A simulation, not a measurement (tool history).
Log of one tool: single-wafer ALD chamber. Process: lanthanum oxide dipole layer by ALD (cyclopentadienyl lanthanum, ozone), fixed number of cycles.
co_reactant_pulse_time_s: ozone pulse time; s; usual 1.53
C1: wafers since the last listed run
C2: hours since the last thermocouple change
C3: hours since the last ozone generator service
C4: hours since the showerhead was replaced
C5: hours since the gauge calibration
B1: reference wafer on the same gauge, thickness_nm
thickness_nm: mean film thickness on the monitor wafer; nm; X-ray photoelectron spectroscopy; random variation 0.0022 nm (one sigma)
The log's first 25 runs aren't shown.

{"run": 26, "day": 53.004, "co_reactant_pulse_time_s": 1.73, "C1": 1356, "C2": 286.0, "C3": 825.3, "C4": 231.5, "C5": 965.9, "B1": 0.552, "thickness_nm": 0.574}
{"run": 27, "day": 55.725, "co_reactant_pulse_time_s": 1.82, "C1": 1354, "C2": 351.3, "C3": 890.6, "C4": 296.8, "C5": 1031.2, "B1": 0.553, "thickness_nm": 0.586}
{"run": 28, "day": 57.992, "co_reactant_pulse_time_s": 0.92, "C1": 1128, "C2": 405.7, "C3": 945.0, "C4": 351.2, "C5": 1085.6, "B1": 0.553, "thickness_nm": 0.447}
{"run": 29, "day": 59.225, "co_reactant_pulse_time_s": 2.03, "C1": 613, "C2": 435.3, "C3": 974.6, "C4": 380.8, "C5": 1115.2, "B1": 0.553, "thickness_nm": 0.589}
{"run": 30, "day": 60.571, "co_reactant_pulse_time_s": 1.7, "C1": 669, "C2": 467.6, "C3": 1006.9, "C4": 413.1, "C5": 1147.5, "B1": 0.555, "thickness_nm": 0.58}
{"run": 31, "day": 61.575, "co_reactant_pulse_time_s": 1.53, "C1": 499, "C2": 491.7, "C3": 1031.0, "C4": 437.2, "C5": 1171.6, "B1": 0.555, "thickness_nm": 0.568}
{"run": 32, "day": 64.062, "co_reactant_pulse_time_s": 1.31, "C1": 1238, "C2": 551.4, "C3": 1090.7, "C4": 496.9, "C5": 1231.3, "B1": 0.556, "thickness_nm": 0.551}
{"run": 33, "day": 66.792, "co_reactant_pulse_time_s": 1.53, "C1": 1358, "C2": 616.9, "C3": 1156.2, "C4": 562.4, "C5": 1296.8, "B1": 0.556, "thickness_nm": 0.573}

5 ways to go on from here, each from the tool as it stands after run 33. What would each give?
{"run": "A", "day": 66.808, "co_reactant_pulse_time_s": 1.03, "C1": 8, "C2": 617.3, "C3": 1156.6, "C4": 562.8, "C5": 1297.2, "B1": "?", "thickness_nm": "?"}
{"run": "B", "day": 66.808, "co_reactant_pulse_time_s": 1.95, "C1": 8, "C2": 617.3, "C3": 1156.6, "C4": 562.8, "C5": 1297.2, "B1": "?", "thickness_nm": "?"}
{"run": "C", "day": 66.808, "co_reactant_pulse_time_s": 1.11, "C1": 8, "C2": 617.3, "C3": 1156.6, "C4": 562.8, "C5": 1297.2, "B1": "?", "thickness_nm": "?"}
{"run": "D", "day": 66.808, "co_reactant_pulse_time_s": 1.97, "C1": 8, "C2": 617.3, "C3": 1156.6, "C4": 562.8, "C5": 1297.2, "B1": "?", "thickness_nm": "?"}
{"run": "E", "day": 66.808, "co_reactant_pulse_time_s": 2.06, "C1": 8, "C2": 617.3, "C3": 1156.6, "C4": 562.8, "C5": 1297.2, "B1": "?", "thickness_nm": "?"}

run=A B1=0.555 thickness_nm=0.482
run=B B1=0.555 thickness_nm=0.586
run=C B1=0.555 thickness_nm=0.505
run=D B1=0.555 thickness_nm=0.587
run=E B1=0.555 thickness_nm=0.589
Without the tool's hidden state the same runs would have given:
run=A thickness_nm=0.476
run=B thickness_nm=0.579
run=C thickness_nm=0.498
run=D thickness_nm=0.579
run=E thickness_nm=0.581
